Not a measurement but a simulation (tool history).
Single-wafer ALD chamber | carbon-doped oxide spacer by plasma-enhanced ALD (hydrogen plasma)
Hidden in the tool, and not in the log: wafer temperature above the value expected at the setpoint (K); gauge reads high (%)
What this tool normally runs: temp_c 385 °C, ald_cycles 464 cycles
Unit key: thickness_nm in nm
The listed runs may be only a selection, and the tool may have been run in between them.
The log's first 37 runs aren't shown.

| run | hour | temp_c | ald_cycles | wafers since the last listed run | hours since the last thermocouple change | hours since the gauge calibration | read-back reference wafer on the same gauge, thickness_nm | thickness_nm |
|---|---|---|---|---|---|---|---|---|
| 38 | 1070.7 | 390 | 508 | 6 | 289.5 | 454.7 | 22.488 | 24.464 |
| 39 | 1099.1 | 378 | 543 | 14 | 317.9 | 483.1 | 22.506 | 26.12 |
| 40 | 1122.9 | 385 | 410 | 11 | 341.7 | 506.9 | 22.492 | 19.749 |
| 41 | 1153.4 | 390 | 508 | 15 | 372.2 | 537.4 | 22.498 | 24.471 |
| 42 | 1183.7 | 371 | 555 | 15 | 402.5 | 567.7 | 22.491 | 26.768 |
| 43 | 1209 | 390 | 411 | 12 | 427.8 | 593 | 22.543 | 19.743 |
| 44 | 1234.1 | 395 | 555 | 12 | 452.9 | 618.1 | 22.552 | 26.853 |
| 45 | 1252 | 375 | 528 | 8 | 470.8 | 636 | 22.545 | 25.424 |
| 46 | 1270.7 | 390 | 388 | 9 | 489.5 | 654.7 | 22.546 | 18.74 |

Predict each of these 4 candidate next runs independently; none follows another, all start after run 46:
| A | 1271.8 | 371 | 464 | 0 | 490.6 | 655.8 | ? | ? |
| B | 1271.8 | 380 | 407 | 0 | 490.6 | 655.8 | ? | ? |
| C | 1271.8 | 392 | 435 | 0 | 490.6 | 655.8 | ? | ? |
| D | 1271.8 | 392 | 464 | 0 | 490.6 | 655.8 | ? | ? |

| run | read-back reference wafer on the same gauge, thickness_nm | thickness_nm |
|---|---|---|
| A | 22.562 | 22.406 |
| B | 22.562 | 19.653 |
| C | 22.562 | 21.005 |
| D | 22.562 | 22.406 |
Without the tool's unlogged condition, the same runs would have read:
| run | thickness_nm |
|---|---|
| A | 22.244 |
| B | 19.511 |
| C | 20.854 |
| D | 22.244 |
